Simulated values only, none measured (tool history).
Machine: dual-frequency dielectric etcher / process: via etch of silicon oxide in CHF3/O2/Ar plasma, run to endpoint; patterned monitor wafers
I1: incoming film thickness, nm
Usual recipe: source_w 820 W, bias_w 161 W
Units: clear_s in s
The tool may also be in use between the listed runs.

{"run": 1, "hour": 0.0, "source_w": 820, "bias_w": 161, "I1": 475.3, "clear_s": 208.8}
{"run": 2, "hour": 88.5, "source_w": 820, "bias_w": 161, "I1": 472.1, "clear_s": 205.2}
{"run": 3, "hour": 163.2, "source_w": 820, "bias_w": 161, "I1": 473.2, "clear_s": 208.3}
{"run": 4, "hour": 261.1, "source_w": 760, "bias_w": 183, "I1": 476.2, "clear_s": 209.4}
{"run": 5, "hour": 330.5, "source_w": 760, "bias_w": 183, "I1": 475.6, "clear_s": 211.4}
{"run": 6, "hour": 398.2, "source_w": 820, "bias_w": 161, "I1": 474.2, "clear_s": 209.6}
{"run": 7, "hour": 506.2, "source_w": 820, "bias_w": 161, "I1": 476.3, "clear_s": 209.3}
{"run": 8, "hour": 566.3, "source_w": 820, "bias_w": 161, "I1": 465.1, "clear_s": 205.1}
{"run": 9, "hour": 611.2, "source_w": 760, "bias_w": 183, "I1": 471.0, "clear_s": 206.5}
{"run": 10, "hour": 740.2, "source_w": 820, "bias_w": 161, "I1": 471.4, "clear_s": 206.4}
{"run": 11, "hour": 755.7, "source_w": 880, "bias_w": 137, "I1": 470.0, "clear_s": 210.9}
{"run": 12, "hour": 849.3, "source_w": 720, "bias_w": 175, "I1": 470.2, "clear_s": 215.5}
{"run": 13, "hour": 956.1, "source_w": 890, "bias_w": 176, "I1": 472.5, "clear_s": 191.8}
{"run": 14, "hour": 995.2, "source_w": 760, "bias_w": 183, "I1": 478.6, "clear_s": 210.1}
{"run": 15, "hour": 1060.8, "source_w": 640, "bias_w": 161, "I1": 474.3, "clear_s": 247.3}
{"run": 16, "hour": 1165.9, "source_w": 720, "bias_w": 196, "I1": 473.1, "clear_s": 212.6}

Taken out of this log: 5 entries between the listed runs. Where each belongs, and how the hidden state differs across it:
In the gap between runs 4 and 5: wet clean of the chamber (hour 325.7)
  nothing in the hidden state changes from one run to the other
In the gap between runs 5 and 6: source power generator calibrated (hour 396.9)
  nothing in the hidden state changes from one run to the other
In the gap between runs 6 and 7: upper electrode replaced (hour 446.5)
  nothing in the hidden state changes from one run to the other
In the gap between runs 9 and 10: wet clean of the chamber (hour 739.7)
  nothing in the hidden state changes from one run to the other
In the gap between runs 11 and 12: bias power generator calibrated (hour 798.1)
  nothing in the hidden state changes from one run to the other
